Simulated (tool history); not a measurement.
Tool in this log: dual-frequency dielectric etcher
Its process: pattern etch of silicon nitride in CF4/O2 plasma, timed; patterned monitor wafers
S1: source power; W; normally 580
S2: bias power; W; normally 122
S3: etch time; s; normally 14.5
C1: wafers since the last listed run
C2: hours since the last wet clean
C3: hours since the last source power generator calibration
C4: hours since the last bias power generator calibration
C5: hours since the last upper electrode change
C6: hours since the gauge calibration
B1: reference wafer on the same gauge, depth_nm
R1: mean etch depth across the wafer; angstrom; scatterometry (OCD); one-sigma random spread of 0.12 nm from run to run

run,day,S1,S2,S3,C1,C2,C3,C4,C5,C6,B1,R1
1,0,580,122,14.5,0,398,4188.6,3763.2,3053.9,157.7,24.78,306.8
2,0.979,580,122,14.5,479,421.5,4212.1,3786.7,3077.4,181.2,24.88,308
3,2.075,580,122,14.5,536,447.8,4238.4,3813,3103.7,207.5,24.81,308.1
4,2.633,580,122,14.5,273,461.2,4251.8,3826.4,3117.1,220.9,24.87,307.8
5,4.021,580,122,14.5,679,494.5,4285.1,3859.7,3150.4,254.2,24.93,308.5
# day 5.683: upper electrode replaced
6,5.704,580,122,14.5,334,534.9,4325.5,3900.1,0.5,294.6,24.95,311.9
7,5.788,580,122,14.5,40,536.9,4327.5,3902.1,2.5,296.6,24.98,308.5
8,7.192,580,122,14.5,687,570.6,4361.2,3935.8,36.2,330.3,25.01,308.9
# day 8.254: bias power generator calibrated
9,8.333,580,122,14.5,477,598,4388.6,1.9,63.6,357.7,25.04,309.8
# day 8.938: source power generator calibrated
# day 9.554: wet clean of the chamber
10,9.788,690,114,12,328,5.6,20.4,36.8,98.5,392.6,25.03,290.9
# day 10.238: gauge calibrated
11,11.246,580,143,14.5,713,40.6,55.4,71.8,133.5,24.2,24.58,328.3
12,12.417,640,122,14.5,573,68.7,83.5,99.9,161.6,52.3,24.59,332.2
13,13.508,580,110,14.5,534,94.9,109.7,126.1,187.8,78.5,24.63,289.1
14,14.504,580,122,14.5,487,118.8,133.6,150,211.7,102.4,24.63,306.9

Predict each of these 3 candidate next runs independently; none follows another, all start after run 14:
A,14.521,580,122,13.5,8,119.2,134,150.4,212.1,102.8,?,?
B,14.521,650,122,10,8,119.2,134,150.4,212.1,102.8,?,?
C,14.521,500,147,14.5,8,119.2,134,150.4,212.1,102.8,?,?

run,B1,R1
A,24.64,284.1
B,24.64,233.7
C,24.64,294.5
With the hidden condition removed and each run's random variation left untouched, the same runs would have given:
run,R1
A,283.6
B,233.3
C,294.1
